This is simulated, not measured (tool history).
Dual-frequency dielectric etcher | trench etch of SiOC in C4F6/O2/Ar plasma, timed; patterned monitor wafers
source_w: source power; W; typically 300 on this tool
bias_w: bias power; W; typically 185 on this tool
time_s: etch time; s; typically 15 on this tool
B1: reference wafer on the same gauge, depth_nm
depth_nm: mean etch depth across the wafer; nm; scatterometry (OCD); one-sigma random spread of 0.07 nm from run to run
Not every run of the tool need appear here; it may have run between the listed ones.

{"run": 1, "day": 0.0, "source_w": 300, "bias_w": 185, "time_s": 15, "B1": 24.89, "depth_nm": 27.51}
{"run": 2, "day": 2.483, "source_w": 300, "bias_w": 185, "time_s": 15, "B1": 24.89, "depth_nm": 27.64}
{"day": 8.517, "done": "wet clean of the chamber"}
{"run": 3, "day": 8.538, "source_w": 300, "bias_w": 185, "time_s": 15, "B1": 24.91, "depth_nm": 27.55}
{"run": 4, "day": 9.588, "source_w": 300, "bias_w": 185, "time_s": 15, "B1": 24.89, "depth_nm": 27.46}
{"run": 5, "day": 11.329, "source_w": 300, "bias_w": 185, "time_s": 15, "B1": 24.88, "depth_nm": 27.56}
{"run": 6, "day": 15.517, "source_w": 300, "bias_w": 199, "time_s": 15, "B1": 24.91, "depth_nm": 28.14}
{"run": 7, "day": 19.6, "source_w": 300, "bias_w": 199, "time_s": 15, "B1": 24.89, "depth_nm": 28.01}
{"run": 8, "day": 23.833, "source_w": 300, "bias_w": 185, "time_s": 16.5, "B1": 24.89, "depth_nm": 30.25}
{"run": 9, "day": 33.621, "source_w": 300, "bias_w": 185, "time_s": 16.5, "B1": 24.89, "depth_nm": 30.3}
{"day": 36.462, "done": "wet clean of the chamber"}
{"run": 10, "day": 36.483, "source_w": 300, "bias_w": 185, "time_s": 16.5, "B1": 24.92, "depth_nm": 30.43}
{"run": 11, "day": 38.258, "source_w": 300, "bias_w": 165, "time_s": 15, "B1": 24.89, "depth_nm": 26.76}
{"run": 12, "day": 40.296, "source_w": 300, "bias_w": 165, "time_s": 15, "B1": 24.88, "depth_nm": 26.82}
{"run": 13, "day": 43.575, "source_w": 350, "bias_w": 185, "time_s": 15, "B1": 24.89, "depth_nm": 29.14}
{"run": 14, "day": 46.679, "source_w": 350, "bias_w": 185, "time_s": 15, "B1": 24.91, "depth_nm": 29.3}
{"day": 49.871, "done": "gauge calibrated"}
{"run": 15, "day": 49.996, "source_w": 260, "bias_w": 225, "time_s": 13, "B1": 24.93, "depth_nm": 23.88}
{"run": 16, "day": 53.346, "source_w": 300, "bias_w": 185, "time_s": 15, "B1": 24.9, "depth_nm": 27.45}
{"run": 17, "day": 62.008, "source_w": 350, "bias_w": 185, "time_s": 15, "B1": 24.9, "depth_nm": 29.12}
{"day": 64.7, "done": "wet clean of the chamber"}
{"run": 18, "day": 65.533, "source_w": 330, "bias_w": 223, "time_s": 12.5, "B1": 24.91, "depth_nm": 25.02}
{"day": 67.892, "done": "source power generator calibrated"}
{"day": 68.625, "done": "bias power generator calibrated"}
{"run": 19, "day": 69.804, "source_w": 230, "bias_w": 197, "time_s": 16.5, "B1": 24.91, "depth_nm": 27.42}
{"run": 20, "day": 71.796, "source_w": 340, "bias_w": 185, "time_s": 12.5, "B1": 24.88, "depth_nm": 23.63}
{"day": 73.804, "done": "upper electrode replaced"}
{"run": 21, "day": 74.454, "source_w": 300, "bias_w": 185, "time_s": 18.5, "B1": 24.9, "depth_nm": 33.3}
{"run": 22, "day": 80.875, "source_w": 300, "bias_w": 144, "time_s": 18.5, "B1": 24.9, "depth_nm": 31.4}
{"run": 23, "day": 83.892, "source_w": 340, "bias_w": 171, "time_s": 17, "B1": 24.89, "depth_nm": 31.43}
{"run": 24, "day": 86.621, "source_w": 300, "bias_w": 185, "time_s": 19, "B1": 24.92, "depth_nm": 34.48}
{"day": 88.738, "done": "wet clean of the chamber"}
{"run": 25, "day": 88.758, "source_w": 350, "bias_w": 185, "time_s": 15, "B1": 24.91, "depth_nm": 28.68}
{"run": 26, "day": 91.242, "source_w": 370, "bias_w": 185, "time_s": 17, "B1": 24.89, "depth_nm": 33.31}
{"run": 27, "day": 94.629, "source_w": 350, "bias_w": 185, "time_s": 19, "B1": 24.92, "depth_nm": 36.55}
{"run": 28, "day": 96.304, "source_w": 340, "bias_w": 224, "time_s": 16.5, "B1": 24.89, "depth_nm": 32.89}
{"run": 29, "day": 100.367, "source_w": 230, "bias_w": 185, "time_s": 15, "B1": 24.87, "depth_nm": 24.68}

Here are 5 independent what-if runs from the current tool condition. What would each one return?
{"run": "A", "day": 100.383, "source_w": 300, "bias_w": 185, "time_s": 15, "B1": "?", "depth_nm": "?"}
{"run": "B", "day": 100.383, "source_w": 380, "bias_w": 145, "time_s": 19.5, "B1": "?", "depth_nm": "?"}
{"run": "C", "day": 100.383, "source_w": 240, "bias_w": 185, "time_s": 15, "B1": "?", "depth_nm": "?"}
{"run": "D", "day": 100.383, "source_w": 250, "bias_w": 216, "time_s": 11.5, "B1": "?", "depth_nm": "?"}
{"run": "E", "day": 100.383, "source_w": 300, "bias_w": 208, "time_s": 15, "B1": "?", "depth_nm": "?"}

run=A B1=24.87 depth_nm=27.15
run=B B1=24.87 depth_nm=36.3
run=C B1=24.87 depth_nm=25.04
run=D B1=24.87 depth_nm=20.31
run=E B1=24.87 depth_nm=27.99
What these runs would have given with no unlogged condition in the tool:
run=A depth_nm=26.93
run=B depth_nm=36
run=C depth_nm=24.84
run=D depth_nm=20.14
run=E depth_nm=27.77
